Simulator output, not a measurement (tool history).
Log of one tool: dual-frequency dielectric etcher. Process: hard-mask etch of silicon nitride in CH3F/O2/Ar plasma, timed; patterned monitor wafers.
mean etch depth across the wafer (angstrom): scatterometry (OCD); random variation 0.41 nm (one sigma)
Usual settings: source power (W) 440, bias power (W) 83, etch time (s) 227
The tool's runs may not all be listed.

| run | hour | source power (W) | bias power (W) | etch time (s) | read-back reference wafer on the same gauge, depth_nm | mean etch depth across the wafer (angstrom) |
|---|---|---|---|---|---|---|
| 1 | 0 | 440 | 87 | 209.5 | 139 | 1576 |
| 2 | 44.5 | 440 | 87 | 209.5 | 139.1 | 1571 |
| 3 | 87.9 | 440 | 87 | 209.5 | 139 | 1575 |
| 4 | 159.8 | 440 | 83 | 270.5 | 138.9 | 1988 |
| 5 | 185.8 | 440 | 83 | 227 | 139 | 1676 |
| 6 | 222.7 | 440 | 83 | 227 | 139 | 1673 |
| 7 | 261.1 | 440 | 83 | 227 | 139 | 1678 |
| 8 | 292.3 | 440 | 83 | 227 | 139 | 1675 |
| 9 | 338.1 | 440 | 83 | 227 | 139 | 1669 |
| 10 | 404.1 | 440 | 83 | 227 | 139 | 1683 |
| 11 | 471.7 | 440 | 83 | 227 | 139 | 1685 |
|  | 526.5 | wet clean of the chamber |
| 12 | 527 | 440 | 83 | 227 | 139 | 1655 |
| 13 | 558.6 | 440 | 83 | 227 | 138.9 | 1652 |
| 14 | 706.3 | 540 | 77 | 227 | 139 | 1748 |
| 15 | 737.6 | 490 | 83 | 209 | 139 | 1606 |
| 16 | 833.6 | 440 | 63 | 209.5 | 139 | 1341 |
| 17 | 879 | 390 | 73 | 193.5 | 139 | 1277 |
|  | 922.1 | gauge calibrated |
| 18 | 925.1 | 480 | 100 | 256.5 | 138.9 | 2135 |
| 19 | 993.2 | 500 | 83 | 227 | 139 | 1758 |
|  | 1028 | source power generator calibrated |
|  | 1033.4 | bias power generator calibrated |
|  | 1035.7 | upper electrode replaced |
|  | 1059.5 | wet clean of the chamber |
| 20 | 1060 | 390 | 73 | 227 | 139 | 1485 |
| 21 | 1115.1 | 440 | 83 | 227 | 139 | 1655 |
| 22 | 1177.4 | 440 | 83 | 227 | 139 | 1660 |
| 23 | 1219.7 | 440 | 83 | 227 | 139 | 1657 |
| 24 | 1265.8 | 440 | 83 | 227 | 139 | 1664 |
| 25 | 1295.6 | 440 | 83 | 255 | 139 | 1873 |
| 26 | 1335.2 | 440 | 83 | 227 | 139 | 1668 |
| 27 | 1363.5 | 370 | 70 | 165 | 139 | 1043 |

Forecast each of these 5 alternatives for the next run:
| A | 1364 | 440 | 83 | 227 | ? | ? |
| B | 1364 | 380 | 95 | 202.5 | ? | ? |
| C | 1364 | 550 | 91 | 274.5 | ? | ? |
| D | 1364 | 370 | 73 | 159.5 | ? | ? |
| E | 1364 | 540 | 83 | 227 | ? | ? |

| run | read-back reference wafer on the same gauge, depth_nm | mean etch depth across the wafer (angstrom) |
|---|---|---|
| A | 139 | 1671 |
| B | 139 | 1504 |
| C | 139 | 2301 |
| D | 139 | 1030 |
| E | 139 | 1809 |
Without the tool's hidden state the same runs would have given:
| run | mean etch depth across the wafer (angstrom) |
|---|---|
| A | 1658 |
| B | 1493 |
| C | 2284 |
| D | 1022 |
| E | 1795 |

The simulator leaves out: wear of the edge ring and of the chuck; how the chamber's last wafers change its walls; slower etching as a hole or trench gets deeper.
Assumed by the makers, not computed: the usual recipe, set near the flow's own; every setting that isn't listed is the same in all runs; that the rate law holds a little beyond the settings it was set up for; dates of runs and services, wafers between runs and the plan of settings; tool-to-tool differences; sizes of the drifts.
